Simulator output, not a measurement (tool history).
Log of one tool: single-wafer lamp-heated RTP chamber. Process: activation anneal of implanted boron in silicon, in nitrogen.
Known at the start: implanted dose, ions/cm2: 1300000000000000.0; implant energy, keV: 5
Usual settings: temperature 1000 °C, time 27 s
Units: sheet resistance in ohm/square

| run | hour | temperature | time | read-back reference wafer on the same gauge, sheet resistance | sheet resistance |
|---|---|---|---|---|---|
| 1 | 0.0 | 1000 | 21 | 142.99 | 150.72 |
| 2 | 12.9 | 1000 | 21 | 142.84 | 150.57 |
| 3 | 27.9 | 1000 | 27 | 142.86 | 144.83 |
| 4 | 40.3 | 1000 | 27 | 142.76 | 145.33 |
| 5 | 72.4 | 1014 | 38 | 143.18 | 129.45 |
| 6 | 90.2 | 1014 | 38 | 142.97 | 129.20 |
| 7 | 157.8 | 1000 | 27 | 142.78 | 143.47 |
| 8 | 187.1 | 1000 | 27 | 143.41 | 143.49 |
| 9 | 210.6 | 1000 | 27 | 142.98 | 144.74 |
| 10 | 245.3 | 1000 | 27 | 142.78 | 143.54 |
| 11 | 273.1 | 1000 | 17 | 142.77 | 151.71 |
|  | 287.2 | pyrometer window cleaned and pyrometer calibrated |
| 12 | 290.5 | 1000 | 17 | 142.95 | 150.89 |
| 13 | 313.0 | 1000 | 27 | 142.89 | 144.75 |
| 14 | 340.2 | 1000 | 27 | 143.08 | 142.00 |
| 15 | 355.5 | 1000 | 27 | 142.91 | 143.94 |
| 16 | 376.4 | 1000 | 27 | 143.13 | 143.22 |
| 17 | 397.5 | 1000 | 27 | 143.15 | 143.08 |
| 18 | 420.1 | 976 | 19 | 142.87 | 170.05 |
| 19 | 447.1 | 1029 | 35 | 143.24 | 119.06 |
| 20 | 545.1 | 1014 | 27 | 143.02 | 132.95 |
| 21 | 572.7 | 992 | 31 | 143.42 | 145.14 |
|  | 601.5 | reflector plate cleaned |
| 22 | 602.7 | 1000 | 27 | 143.22 | 149.18 |
| 23 | 634.6 | 1015 | 27 | 143.07 | 138.23 |
| 24 | 646.8 | 1000 | 27 | 142.78 | 148.61 |
|  | 691.4 | pyrometer window cleaned and pyrometer calibrated |
| 25 | 734.1 | 975 | 27 | 143.17 | 168.32 |
|  | 743.9 | gauge calibrated |
| 26 | 761.4 | 1000 | 27 | 142.98 | 146.30 |
| 27 | 827.6 | 991 | 22 | 142.93 | 155.44 |
| 28 | 846.3 | 1021 | 27 | 142.76 | 129.75 |
| 29 | 867.1 | 975 | 27 | 143.08 | 164.64 |
| 30 | 895.6 | 1029 | 37 | 142.99 | 118.47 |
| 31 | 929.4 | 978 | 40 | 143.26 | 156.07 |

Run 32 comes next. What will it give?
| 32 | 947.1 | 1000 | 27 | ? | ? |

Run 32 gave read-back reference wafer on the same gauge, sheet resistance 142.91, sheet resistance 143.01 ohm/square.
Without the tool's hidden state the same run would have given sheet resistance 148.47 ohm/square.
